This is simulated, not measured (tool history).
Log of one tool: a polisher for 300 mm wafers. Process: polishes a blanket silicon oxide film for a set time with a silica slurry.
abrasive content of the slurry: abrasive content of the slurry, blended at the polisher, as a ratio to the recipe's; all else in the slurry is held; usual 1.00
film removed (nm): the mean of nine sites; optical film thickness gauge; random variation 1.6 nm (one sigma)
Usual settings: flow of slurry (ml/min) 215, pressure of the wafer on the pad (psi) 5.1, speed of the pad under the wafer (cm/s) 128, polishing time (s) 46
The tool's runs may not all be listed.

run    hour  flow of slurry (ml/min)  pressure of the wafer on the pad (psi)  speed of the pad under the wafer (cm/s)  abrasive content of the slurry  polishing time (s)  wafers since the last listed run  wafers polished on this pad  hours since the slurry nozzle was cleaned  hours since the head pressure was calibrated  hours since the slurry blender was calibrated  hours since the conditioning disc was replaced  incoming thickness of the incoming film, nm  film removed (nm)
  1     0.0                      215                                     6.0                                      128                            1.00                  46                                 0                          956                                      275.9                                         739.6                                            0.5                                            14.5                                        913.7              225.0
  2    40.5                      215                                     6.0                                      128                            1.00                  46                               523                         1480                                      316.4                                         780.1                                           41.0                                            55.0                                        886.8              222.6
  3    77.4                      215                                     5.1                                      128                            1.00                  46                               477                         1957                                      353.3                                         817.0                                           77.9                                            91.9                                        892.3              186.9
  4   123.8                      215                                     5.1                                      128                            1.00                  46                               600                         2557                                      399.7                                         863.4                                          124.3                                           138.3                                        888.9              183.9
  5   190.9                      215                                     5.1                                      128                            1.00                  46                               867                         3425                                      466.8                                         930.5                                          191.4                                           205.4                                        901.1              179.7
      200.7  -- worn pad replaced by a new one
  6   233.9                      215                                     5.1                                      128                            1.00                  46                               504                          430                                      509.8                                         973.5                                          234.4                                           248.4                                        896.7              192.6
  7   294.1                      215                                     5.1                                      128                            0.90                  46                               778                         1208                                      570.0                                        1033.7                                          294.6                                           308.6                                        895.5              180.3
      311.7  -- conditioning disc replaced and pad reconditioned
      329.0  -- slurry blender recalibrated
  8   342.7                      215                                     5.1                                      128                            0.90                  46                               576                         1785                                      618.6                                        1082.3                                           13.7                                            31.0                                        905.5              179.6
  9   409.0                      215                                     5.1                                      128                            0.90                  46                               857                         2643                                      684.9                                        1148.6                                           80.0                                            97.3                                        914.3              176.7
 10   445.2                      200                                     5.1                                      162                            1.00                  46                               468                         3111                                      721.1                                        1184.8                                          116.2                                           133.5                                        881.4              212.5
 11   479.2                      215                                     5.1                                      154                            0.90                  46                               439                         3551                                      755.1                                        1218.8                                          150.2                                           167.5                                        895.1              193.0
      483.4  -- worn pad replaced by a new one
 12   539.7                      215                                     5.1                                      128                            1.00                  42                               730                          728                                      815.6                                        1279.3                                          210.7                                           228.0                                        895.5              178.1
      561.7  -- conditioning disc replaced and pad reconditioned
      573.3  -- head pressure recalibrated
      580.9  -- slurry blender recalibrated
 13   608.2                      215                                     5.1                                       92                            1.00                  37                               808                         1536                                      884.1                                          34.9                                           27.3                                            46.5                                        906.0              120.6
      632.2  -- slurry nozzle cleaned
 14   665.6                      215                                     6.5                                      128                            1.15                  46                               729                         2266                                       33.4                                          92.3                                           84.7                                           103.9                                        898.2              245.7
 15   706.4                      270                                     5.1                                      128                            1.15                  46                               527                         2793                                       74.2                                         133.1                                          125.5                                           144.7                                        901.4              195.5
 16   757.1                      215                                     5.1                                      128                            1.00                  55                               655                         3449                                      124.9                                         183.8                                          176.2                                           195.4                                        881.4              209.0
      810.9  -- worn pad replaced by a new one
 17   815.2                      150                                     5.6                                      128                            1.00                  46                               699                           55                                      183.0                                         241.9                                          234.3                                           253.5                                        918.1              196.4
      829.1  -- conditioning disc replaced and pad reconditioned
 18   855.7                      215                                     5.1                                      128                            1.00                  55                               498                          553                                      223.5                                         282.4                                          274.8                                            26.6                                        892.3              226.4
      884.7  -- slurry blender recalibrated
 19   895.3                      275                                     5.1                                      128                            1.25                  46                               486                         1039                                      263.1                                         322.0                                           10.6                                            66.2                                        911.7              213.3
 20   961.0                      215                                     6.2                                      128                            1.00                  57                               849                         1889                                      328.8                                         387.7                                           76.3                                           131.9                                        896.3              274.2
 21   992.4                      215                                     5.1                                      128                            1.00                  46                               406                         2295                                      360.2                                         419.1                                          107.7                                           163.3                                        893.5              183.7
 22  1024.6                      265                                     5.1                                       86                            1.00                  46                               416                         2712                                      392.4                                         451.3                                          139.9                                           195.5                                        905.0              146.3
 23  1068.3                      215                                     5.1                                      128                            1.00                  46                               565                         3277                                      436.1                                         495.0                                          183.6                                           239.2                                        898.2              178.7
 24  1093.9                      145                                     5.6                                      128                            1.00                  59                               331                         3608                                      461.7                                         520.6                                          209.2                                           264.8                                        909.8              230.0
     1134.9  -- conditioning disc replaced and pad reconditioned
     1135.8  -- worn pad replaced by a new one
     1136.7  -- slurry blender recalibrated
 25  1195.1                      215                                     5.1                                      128                            1.00                  46                              1259                          754                                      562.9                                         621.8                                           58.4                                            60.2                                        890.8              188.9
 26  1224.9                      185                                     5.1                                       94                            1.00                  46                               385                         1140                                      592.7                                         651.6                                           88.2                                            90.0                                        898.0              153.6

Forecast each of these 3 alternatives for the next run:
  A  1225.3                      215                                     5.1                                      128                            1.00                  46                                 5                         1145                                      593.1                                         652.0                                           88.6                                            90.4                                        902.0                  ?
  B  1225.3                      140                                     5.1                                      128                            0.75                  46                                 5                         1145                                      593.1                                         652.0                                           88.6                                            90.4                                        902.0                  ?
  C  1225.3                      215                                     5.1                                      152                            1.00                  46                                 5                         1145                                      593.1                                         652.0                                           88.6                                            90.4                                        902.0                  ?

run  film removed (nm)
  A              187.5
  B              150.5
  C              210.3
Without the tool's hidden state the same runs would have given:
run  film removed (nm)
  A              186.7
  B              149.9
  C              209.5

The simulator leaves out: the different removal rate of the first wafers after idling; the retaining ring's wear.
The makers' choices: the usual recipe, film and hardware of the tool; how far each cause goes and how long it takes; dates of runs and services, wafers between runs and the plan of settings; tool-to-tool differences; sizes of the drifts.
